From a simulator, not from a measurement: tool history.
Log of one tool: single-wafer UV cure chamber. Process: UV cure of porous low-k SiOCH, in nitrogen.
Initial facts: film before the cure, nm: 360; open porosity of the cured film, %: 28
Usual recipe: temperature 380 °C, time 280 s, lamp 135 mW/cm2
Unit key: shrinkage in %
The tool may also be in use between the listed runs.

run,day,temperature,time,lamp,wafers since the last listed run,hours since the UV bulbs were replaced,wafers since the quartz window was cleaned,shrinkage
1,0,380,395,135,0,3056,3531,15.69
2,0.688,380,395,135,80,3072.5,3612,15.902
3,1.733,380,280,135,122,3097.6,3734,13.713
4,2.583,380,280,135,99,3118,3834,13.774
5,3.421,374,280,135,98,3138.1,3932,13.724
6,4.625,374,280,135,141,3167,4073,13.446
7,5.346,374,280,135,84,3184.3,4158,13.377
8,6.717,387,280,135,160,3217.2,4318,13.673
# day 8.3: quartz window cleaned
9,8.321,387,280,135,148,3255.7,2,14.717
10,8.812,380,370,119,57,3267.5,59,15.183
11,9.617,380,370,119,94,3286.8,154,15.525
12,10.538,389,185,106,107,3308.9,262,11.542
# day 11.188: UV bulbs replaced
13,11.512,380,280,135,75,7.8,337,14.378
14,12.533,362,440,97,119,32.3,456,14.47
15,13.238,380,280,135,82,49.2,539,14.683
16,14.575,394,325,135,156,81.3,696,15.679
17,15.121,380,280,135,63,94.4,760,14.535
18,16.3,397,195,161,138,122.7,898,13.996

Run 19, settings as shown, results not yet in. Your forecast:
19,17.788,380,205,169,174,158.4,1072,?

Run 19 gave shrinkage 14.203 %.
Minus the tool's unlogged condition, the same run would have read shrinkage 14.43 %.
